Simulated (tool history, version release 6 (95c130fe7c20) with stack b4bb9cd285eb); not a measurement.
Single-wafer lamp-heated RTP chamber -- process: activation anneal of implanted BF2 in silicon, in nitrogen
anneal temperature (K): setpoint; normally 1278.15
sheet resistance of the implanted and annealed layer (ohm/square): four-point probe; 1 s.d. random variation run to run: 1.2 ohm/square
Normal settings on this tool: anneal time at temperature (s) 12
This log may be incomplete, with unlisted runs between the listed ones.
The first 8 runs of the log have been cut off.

run   hour  anneal temperature (K)  anneal time at temperature (s)  read-back reference wafer on the same gauge, sheet resistance  sheet resistance of the implanted and annealed layer (ohm/square)
  9  197.8                 1278.15                              16                                                         201.90                                                             199.75
 10  212.4                 1278.15                              12                                                         201.99                                                             211.63
 11  235.8                 1278.15                              12                                                         202.28                                                             210.59
 12  266.6                 1278.15                              12                                                         201.98                                                             204.85
     289.8  -- pyrometer window cleaned and pyrometer calibrated
     291.0  -- reflector plate cleaned
 13  299.3                 1278.15                              12                                                         201.70                                                             218.40
 14  317.3                 1299.15                              12                                                         201.37                                                             181.24
 15  353.0                 1278.15                              12                                                         201.94                                                             214.14
 16  378.0                 1278.15                              12                                                         201.66                                                             212.78
 17  404.9                 1301.15                              12                                                         202.22                                                             169.54
     420.7  -- reflector plate cleaned
 18  421.2                 1278.15                              12                                                         201.95                                                             214.25
 19  435.1                 1267.15                              19                                                         202.12                                                             213.87
 20  451.0                 1264.15                              18                                                         201.93                                                             221.25
 21  483.5                 1286.15                              14                                                         202.28                                                             186.73
     485.0  -- gauge calibrated
     504.2  -- pyrometer window cleaned and pyrometer calibrated
 22  504.7                 1278.15                              19                                                         201.53                                                             193.31
 23  526.6                 1249.15                              14                                                         201.91                                                             266.16
 24  553.8                 1287.15                              12                                                         201.87                                                             194.84
     571.8  -- reflector plate cleaned
 25  573.1                 1296.15                              15                                                         202.46                                                             174.78
 26  586.4                 1302.15                               8                                                         201.41                                                             189.48
 27  601.3                 1263.15                               6                                                         202.33                                                             270.52
 28  622.4                 1297.15                              12                                                         201.68                                                             178.95
 29  653.1                 1278.15                              12                                                         202.31                                                             211.02
 30  688.1                 1278.15                               7                                                         202.01                                                             230.50
     709.6  -- reflector plate cleaned
     711.8  -- pyrometer window cleaned and pyrometer calibrated
 31  721.4                 1293.15                              14                                                         201.78                                                             183.95

Alternative continuations, all from the tool just after run 31; predict every row:
  A  721.8                 1300.15                              12                                                              ?                                                                  ?
  B  721.8                 1260.15                              17                                                              ?                                                                  ?
  C  721.8                 1260.15                              15                                                              ?                                                                  ?

run  read-back reference wafer on the same gauge, sheet resistance  sheet resistance of the implanted and annealed layer (ohm/square)
  A                                                         202.22                                                             181.34
  B                                                         202.22                                                             243.17
  C                                                         202.22                                                             248.78
With no hidden state in the tool, these same runs would have given:
run  sheet resistance of the implanted and annealed layer (ohm/square)
  A                                                             182.07
  B                                                             244.14
  C                                                             249.73

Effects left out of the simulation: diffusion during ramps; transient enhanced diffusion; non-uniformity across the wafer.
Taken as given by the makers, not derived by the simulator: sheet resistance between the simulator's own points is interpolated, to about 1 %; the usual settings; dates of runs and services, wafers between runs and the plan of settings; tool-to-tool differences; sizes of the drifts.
